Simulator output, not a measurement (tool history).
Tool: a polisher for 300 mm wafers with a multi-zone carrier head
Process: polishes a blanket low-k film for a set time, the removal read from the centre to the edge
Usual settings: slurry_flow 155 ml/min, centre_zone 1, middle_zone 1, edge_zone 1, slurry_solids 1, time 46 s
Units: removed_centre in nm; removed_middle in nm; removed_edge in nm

| run | hour | slurry_flow | centre_zone | middle_zone | edge_zone | slurry_solids | time | wafers since the last listed run | wafers polished on this pad | hours since the slurry nozzle was cleaned | hours since the centre zone pressure was calibrated | hours since the edge zone pressure was calibrated | hours since the carrier head's membrane was replaced | incoming thickness of the incoming film, nm | removed_centre | removed_middle | removed_edge |
|---|---|---|---|---|---|---|---|---|---|---|---|---|---|---|---|---|---|
| 1 | 0 | 155 | 1 | 1 | 1 | 1 | 46 | 0 | 847 | 221.3 | 327.9 | 719.3 | 821.8 | 600.3 | 15.5 | 15.3 | 15.9 |
| 2 | 99.7 | 155 | 1.09 | 1 | 1 | 1 | 46 | 973 | 1820 | 321 | 427.6 | 819 | 921.5 | 594.6 | 17 | 15.4 | 15.7 |
|  | 140.9 | edge zone pressure recalibrated |
| 3 | 172.3 | 190 | 1 | 1.07 | 0.89 | 1.25 | 46 | 689 | 2509 | 393.6 | 500.2 | 31.4 | 994.1 | 593.1 | 17.8 | 18.6 | 16.6 |
| 4 | 209.1 | 155 | 1 | 0.9 | 1 | 1 | 46 | 359 | 2869 | 430.4 | 537 | 68.2 | 1030.9 | 581.2 | 15.7 | 14.2 | 16.1 |
|  | 296.6 | slurry nozzle cleaned |
| 5 | 308.8 | 155 | 1.09 | 1 | 1 | 1 | 34 | 963 | 3832 | 12.2 | 636.7 | 167.9 | 1130.6 | 589.7 | 12.8 | 11.4 | 11.7 |
|  | 370.1 | carrier head's membrane replaced by a new one |
| 6 | 382.2 | 155 | 1 | 1 | 1 | 0.7 | 46 | 667 | 4500 | 85.6 | 710.1 | 241.3 | 12.1 | 579.9 | 14 | 13.5 | 13.8 |
|  | 442.1 | worn pad replaced by a new one |
| 7 | 457.5 | 155 | 1 | 1 | 1 | 1 | 46 | 696 | 150 | 160.9 | 785.4 | 316.6 | 87.4 | 581.6 | 16.3 | 15.7 | 16 |
| 8 | 549.4 | 190 | 0.94 | 0.91 | 1 | 1 | 46 | 897 | 1047 | 252.8 | 877.3 | 408.5 | 179.3 | 597 | 15.6 | 14.6 | 16.1 |
| 9 | 588.5 | 155 | 1.11 | 1 | 1 | 1 | 46 | 381 | 1428 | 291.9 | 916.4 | 447.6 | 218.4 | 590.1 | 17.8 | 15.3 | 16 |
| 10 | 646.9 | 155 | 1 | 1 | 1 | 1 | 46 | 570 | 1998 | 350.3 | 974.8 | 506 | 276.8 | 593.5 | 16.2 | 15.5 | 15.7 |
| 11 | 752.8 | 155 | 1 | 1 | 1 | 1 | 46 | 1033 | 3032 | 456.2 | 1080.7 | 611.9 | 382.7 | 582 | 16.1 | 15.3 | 15.9 |
|  | 809 | centre zone pressure recalibrated |
|  | 827.1 | slurry nozzle cleaned |
|  | 981.2 | worn pad replaced by a new one |
| 12 | 1036.7 | 155 | 1 | 1 | 1 | 1 | 46 | 2703 | 541 | 209.6 | 227.7 | 895.8 | 666.6 | 591.2 | 16 | 15.4 | 15.7 |
| 13 | 1086.7 | 105 | 1 | 1 | 1 | 1 | 46 | 488 | 1029 | 259.6 | 277.7 | 945.8 | 716.6 | 587.4 | 14.2 | 14 | 14.9 |
| 14 | 1171.4 | 155 | 1 | 1 | 1 | 1.1 | 46 | 826 | 1856 | 344.3 | 362.4 | 1030.5 | 801.3 | 586 | 16.7 | 16 | 16.5 |
|  | 1193.2 | edge zone pressure recalibrated |
| 15 | 1209.7 | 155 | 1 | 1 | 1 | 1 | 46 | 354 | 2210 | 382.6 | 400.7 | 16.5 | 839.6 | 591.5 | 15.9 | 15.5 | 15.8 |
| 16 | 1246.8 | 155 | 1 | 1 | 1 | 1 | 46 | 362 | 2572 | 419.7 | 437.8 | 53.6 | 876.7 | 587.6 | 15.7 | 15.3 | 15.8 |
| 17 | 1292.2 | 140 | 1.04 | 1 | 1 | 1 | 41 | 443 | 3016 | 465.1 | 483.2 | 99 | 922.1 | 589.2 | 14.5 | 13.7 | 13.6 |
| 18 | 1329.1 | 185 | 1 | 1 | 0.91 | 1 | 46 | 360 | 3376 | 502 | 520.1 | 135.9 | 959 | 594.6 | 16.6 | 16 | 15.4 |
| 19 | 1410.4 | 155 | 1 | 1 | 0.89 | 1 | 46 | 793 | 4169 | 583.3 | 601.4 | 217.2 | 1040.3 | 592.2 | 16.2 | 15.5 | 15.1 |
|  | 1447.7 | slurry nozzle cleaned |
| 20 | 1486.3 | 130 | 1 | 1.08 | 0.96 | 1 | 46 | 731 | 4901 | 38.6 | 677.3 | 293.1 | 1116.2 | 591.6 | 15.6 | 16 | 15.2 |
|  | 1532.8 | worn pad replaced by a new one |
| 21 | 1578.6 | 155 | 1 | 1 | 1 | 0.9 | 46 | 861 | 447 | 130.9 | 769.6 | 385.4 | 1208.5 | 588.1 | 15.4 | 14.6 | 15.3 |
| 22 | 1620.8 | 155 | 1 | 1 | 1 | 1 | 39 | 411 | 859 | 173.1 | 811.8 | 427.6 | 1250.7 | 581 | 13.7 | 13.2 | 13.4 |

3 ways to go on from here, each from the tool as it stands after run 22. What would each give?
| A | 1621.2 | 155 | 1 | 1 | 1 | 0.75 | 46 | 3 | 863 | 173.5 | 812.2 | 428 | 1251.1 | 595 | ? | ? | ? |
| B | 1621.2 | 175 | 1.11 | 0.92 | 1.05 | 1 | 46 | 3 | 863 | 173.5 | 812.2 | 428 | 1251.1 | 595 | ? | ? | ? |
| C | 1621.2 | 155 | 0.95 | 1 | 1 | 0.85 | 54 | 3 | 863 | 173.5 | 812.2 | 428 | 1251.1 | 595 | ? | ? | ? |

| run | removed_centre | removed_middle | removed_edge |
|---|---|---|---|
| A | 14.3 | 14.1 | 14.1 |
| B | 18.1 | 15 | 16.4 |
| C | 16.8 | 17.4 | 17.4 |
Without the tool's hidden state the same runs would have given:
| run | removed_centre | removed_middle | removed_edge |
|---|---|---|---|
| A | 13.4 | 14.1 | 14.1 |
| B | 17 | 15 | 16.4 |
| C | 15.7 | 17.4 | 17.4 |
